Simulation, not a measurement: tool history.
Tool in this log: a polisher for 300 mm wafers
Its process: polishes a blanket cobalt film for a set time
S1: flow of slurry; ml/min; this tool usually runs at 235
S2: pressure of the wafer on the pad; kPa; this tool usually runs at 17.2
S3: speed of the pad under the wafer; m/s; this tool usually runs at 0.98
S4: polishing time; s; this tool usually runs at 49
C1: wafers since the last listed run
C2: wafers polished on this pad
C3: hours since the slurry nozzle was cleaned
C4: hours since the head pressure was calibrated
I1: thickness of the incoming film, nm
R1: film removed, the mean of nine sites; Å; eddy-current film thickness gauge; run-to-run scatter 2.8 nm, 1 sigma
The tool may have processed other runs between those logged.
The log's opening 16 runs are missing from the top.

run   hour   S1    S2    S3  S4   C1    C2     C3     C4     I1    R1
 17  221.0  260  17.2  0.98  35  206  1417   50.2  767.6  860.8  1784
 18  235.0  235  17.2  0.98  49  206  1623   64.2  781.6  856.5  2531
 19  244.6  305  17.2  1.12  63  141  1764   73.8  791.2  855.5  3642
     260.0  -- worn pad replaced by a new one
 20  275.0  265  17.2  0.82  49  388   220  104.2  821.6  864.4  2438
     282.0  -- head pressure recalibrated
 21  284.7  235  17.2  0.98  49  113   333  113.9    2.7  870.9  2461
 22  292.9  275  17.2  0.98  40  120   454  122.1   10.9  862.2  2026
 23  303.5  235  17.2  0.98  49  156   610  132.7   21.5  863.6  2423
 24  320.3  235  22.1  0.76  34  247   857  149.5   38.3  858.5  1666
 25  333.0  235  15.2  1.20  38  186  1044  162.2   51.0  857.9  1960
     366.8  -- worn pad replaced by a new one
 26  375.7  235  17.2  0.98  59  569   131  204.9   93.7  852.2  3132
 27  389.9  235  13.1  0.98  56  209   340  219.1  107.9  846.7  2474
 28  401.1  285  20.7  0.70  55  164   505  230.3  119.1  855.7  2600
 29  407.4  265  20.0  0.98  49   92   598  236.6  125.4  873.8  2780
 30  423.4  235  17.2  0.98  57  235   833  252.6  141.4  878.2  2880
 31  433.7  170  17.2  0.98  49  151   985  262.9  151.7  866.8  2345
 32  440.0  235  17.2  0.98  49   92  1078  269.2  158.0  860.5  2432
 33  452.2  235  20.0  1.08  49  179  1257  281.4  170.2  868.1  2803
 34  469.0  280  17.2  0.98  49  247  1504  298.2  187.0  855.6  2471
 35  478.1  280  11.0  1.06  43  133  1638  307.3  196.1  859.3  1770
     491.6  -- worn pad replaced by a new one
 36  492.1  235  15.2  0.68  49  147     7  321.3  210.1  856.2  1999
 37  503.8  235  17.2  0.98  49  172   179  333.0  221.8  855.7  2670
 38  517.1  305  13.1  0.88  64  195   375  346.3  235.1  864.5  2816

Consider 3 possible next runs. They are alternatives, not a sequence: every one starts from the tool as it was left by run 38. What does each give?
  A  517.5  235  17.2  0.98  49   5  381  346.7  235.5  867.3   ?
  B  517.5  235  15.2  1.22  49   5  381  346.7  235.5  867.3   ?
  C  517.5  195  18.6  0.98  49   5  381  346.7  235.5  867.3   ?

run    R1
  A  2599
  B  2800
  C  2665
Without the tool's hidden state the same runs would have given:
run    R1
  A  2651
  B  2856
  C  2718
